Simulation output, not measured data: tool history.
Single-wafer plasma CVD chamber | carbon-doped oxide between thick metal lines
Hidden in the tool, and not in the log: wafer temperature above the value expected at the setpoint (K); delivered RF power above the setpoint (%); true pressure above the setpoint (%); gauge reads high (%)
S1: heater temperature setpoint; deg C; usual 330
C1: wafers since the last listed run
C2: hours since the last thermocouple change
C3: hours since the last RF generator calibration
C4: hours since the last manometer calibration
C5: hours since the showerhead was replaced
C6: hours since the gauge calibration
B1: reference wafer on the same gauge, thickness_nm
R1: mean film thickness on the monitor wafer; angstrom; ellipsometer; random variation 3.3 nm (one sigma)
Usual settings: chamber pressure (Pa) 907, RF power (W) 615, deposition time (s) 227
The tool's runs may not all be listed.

Run 1, hour 0.0: usual settings; C1 0; C2 427.7; C3 416.2; C4 1688.9; C5 3866.7; C6 1273.1; B1 1393.062. Result: R1 13785.34 angstrom.
Run 2, hour 74.4: usual settings but S1 337 deg C; C1 418; C2 502.1; C3 490.6; C4 1763.3; C5 3941.1; C6 1347.5; B1 1395.597. Result: R1 13500.88 angstrom.
Run 3, hour 142.8: usual settings but S1 337 deg C; C1 384; C2 570.5; C3 559.0; C4 1831.7; C5 4009.5; C6 1415.9; B1 1396.535. Result: R1 13558.75 angstrom.
Run 4, hour 182.0: usual settings but chamber pressure (Pa) 752, RF power (W) 540; C1 220; C2 609.7; C3 598.2; C4 1870.9; C5 4048.7; C6 1455.1; B1 1396.517. Result: R1 12738.55 angstrom.
Run 5, hour 244.1: usual settings but chamber pressure (Pa) 752, RF power (W) 540; C1 349; C2 671.8; C3 660.3; C4 1933.0; C5 4110.8; C6 1517.2; B1 1397.674. Result: R1 12687.87 angstrom.
Run 6, hour 287.5: usual settings but chamber pressure (Pa) 752, RF power (W) 540; C1 244; C2 715.2; C3 703.7; C4 1976.4; C5 4154.2; C6 1560.6; B1 1398.801. Result: R1 12698.37 angstrom.
Run 7, hour 499.2: usual settings; C1 1190; C2 926.9; C3 915.4; C4 2188.1; C5 4365.9; C6 1772.3; B1 1401.356. Result: R1 13823.47 angstrom.
Run 8, hour 581.0: usual settings; C1 460; C2 1008.7; C3 997.2; C4 2269.9; C5 4447.7; C6 1854.1; B1 1401.924. Result: R1 13868.71 angstrom.
At hour 629.7: thermocouple changed; heater temperature recalibrated.
Run 9, hour 642.2: usual settings; C1 299; C2 12.5; C3 1058.4; C4 2331.1; C5 4508.9; C6 1915.3; B1 1403.629. Result: R1 13879.20 angstrom.
At hour 687.1: RF generator calibrated.
Run 10, hour 707.0: usual settings; C1 319; C2 77.3; C3 19.9; C4 2395.9; C5 4573.7; C6 1980.1; B1 1404.599. Result: R1 13829.80 angstrom.
At hour 752.7: capacitance manometer re-zeroed and calibrated.
Run 11, hour 795.1: usual settings; C1 450; C2 165.4; C3 108.0; C4 42.4; C5 4661.8; C6 2068.2; B1 1405.715. Result: R1 13838.36 angstrom.
Run 12, hour 892.6: usual settings but S1 340 deg C; C1 548; C2 262.9; C3 205.5; C4 139.9; C5 4759.3; C6 2165.7; B1 1407.956. Result: R1 13504.55 angstrom.
Run 13, hour 946.1: usual settings; C1 300; C2 316.4; C3 259.0; C4 193.4; C5 4812.8; C6 2219.2; B1 1408.076. Result: R1 13846.87 angstrom.

Forecast run 14:
Run 14, hour 1221.8: usual settings but chamber pressure (Pa) 745, RF power (W) 560, deposition time (s) 261; C1 1550; C2 592.1; C3 534.7; C4 469.1; C5 5088.5; C6 2494.9; B1 ?. Result: R1 ?.

{"run 14": {"B1": 1411.628, "R1": 14989.59}}
Without the tool's hidden state the same run would have given R1 14646.60 angstrom.

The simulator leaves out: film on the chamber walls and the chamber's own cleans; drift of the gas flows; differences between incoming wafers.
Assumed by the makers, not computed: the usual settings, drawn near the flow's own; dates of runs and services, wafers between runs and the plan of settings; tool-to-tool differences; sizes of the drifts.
